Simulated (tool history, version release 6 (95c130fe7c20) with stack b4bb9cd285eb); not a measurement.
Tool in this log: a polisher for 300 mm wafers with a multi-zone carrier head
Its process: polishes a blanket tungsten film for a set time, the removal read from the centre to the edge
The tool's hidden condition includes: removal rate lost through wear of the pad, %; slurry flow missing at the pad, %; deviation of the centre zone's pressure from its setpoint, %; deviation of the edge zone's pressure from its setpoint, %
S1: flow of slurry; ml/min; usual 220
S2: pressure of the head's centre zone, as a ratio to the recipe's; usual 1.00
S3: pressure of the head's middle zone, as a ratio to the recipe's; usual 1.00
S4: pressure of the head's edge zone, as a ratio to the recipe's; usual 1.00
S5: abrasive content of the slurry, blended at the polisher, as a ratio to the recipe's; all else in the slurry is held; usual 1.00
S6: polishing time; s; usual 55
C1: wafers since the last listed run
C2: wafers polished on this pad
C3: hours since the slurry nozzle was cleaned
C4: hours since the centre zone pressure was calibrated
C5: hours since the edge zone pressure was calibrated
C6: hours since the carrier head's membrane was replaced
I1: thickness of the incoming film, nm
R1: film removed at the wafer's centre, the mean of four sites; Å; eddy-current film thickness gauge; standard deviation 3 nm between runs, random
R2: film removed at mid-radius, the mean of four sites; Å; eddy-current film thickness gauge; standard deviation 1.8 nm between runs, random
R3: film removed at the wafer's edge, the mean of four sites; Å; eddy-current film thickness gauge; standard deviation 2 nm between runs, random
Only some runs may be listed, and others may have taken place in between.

run,day,S1,S2,S3,S4,S5,S6,C1,C2,C3,C4,C5,C6,I1,R1,R2,R3
1,0.000,220,1.00,1.00,1.00,1.00,55,0,443,131.4,470.6,716.1,1376.8,864.9,2971,2876,2885
2,1.746,220,1.00,1.00,1.00,1.00,55,543,986,173.3,512.5,758.0,1418.7,873.7,2930,2874,2836
# day 3.650: edge zone pressure recalibrated
3,4.625,220,1.00,1.00,1.00,1.00,55,871,1857,242.4,581.6,23.4,1487.8,871.0,2922,2879,2852
4,6.588,220,1.00,1.00,1.00,1.00,55,611,2469,289.5,628.7,70.5,1534.9,869.5,2970,2861,2878
# day 8.617: carrier head's membrane replaced by a new one
5,8.942,220,1.00,1.00,1.00,1.00,55,668,3137,346.0,685.2,127.0,7.8,874.3,2953,2875,2882
# day 9.967: worn pad replaced by a new one
6,10.488,220,1.00,1.00,1.00,1.00,55,429,162,383.1,722.3,164.1,44.9,871.9,2953,2844,2877
7,12.292,220,1.00,1.00,1.00,1.00,55,562,724,426.4,765.6,207.4,88.2,871.5,3002,2864,2873
8,13.712,255,0.92,1.00,1.00,1.00,64,442,1166,460.5,799.7,241.5,122.3,875.3,3335,3422,3446
9,16.575,220,1.00,1.11,1.00,0.85,55,891,2058,529.2,868.4,310.2,191.0,882.4,2883,2945,2705
10,17.850,220,0.94,1.00,1.00,1.00,63,397,2455,559.8,899.0,340.8,221.6,858.1,3287,3309,3281
11,19.217,220,1.12,1.00,1.00,1.00,70,425,2881,592.6,931.8,373.6,254.4,882.4,4200,3623,3687
# day 19.483: worn pad replaced by a new one
# day 20.246: centre zone pressure recalibrated
12,20.775,220,1.00,1.00,1.00,1.00,55,407,376,630.0,12.7,411.0,291.8,874.7,2859,2888,2870
13,21.829,220,1.00,0.96,0.93,0.90,55,328,705,655.3,38.0,436.3,317.1,858.6,2813,2687,2674
14,23.371,220,1.00,1.00,1.00,1.00,55,480,1185,692.3,75.0,473.3,354.1,859.8,2811,2846,2874
# day 25.812: slurry nozzle cleaned
15,26.275,220,1.00,1.00,1.05,1.00,71,891,2077,11.1,144.7,543.0,423.8,880.9,3728,3740,3811

What does the tool deliver on the next run?
16,27.400,220,1.00,1.00,1.00,1.00,55,350,2427,38.1,171.7,570.0,450.8,859.6,?,?,?

R1: 2898 Å
R2: 2878 Å
R3: 2874 Å
Without the tool's hidden state the same run would have given R1 2869 Å, R2 2878 Å, R3 2874 Å.
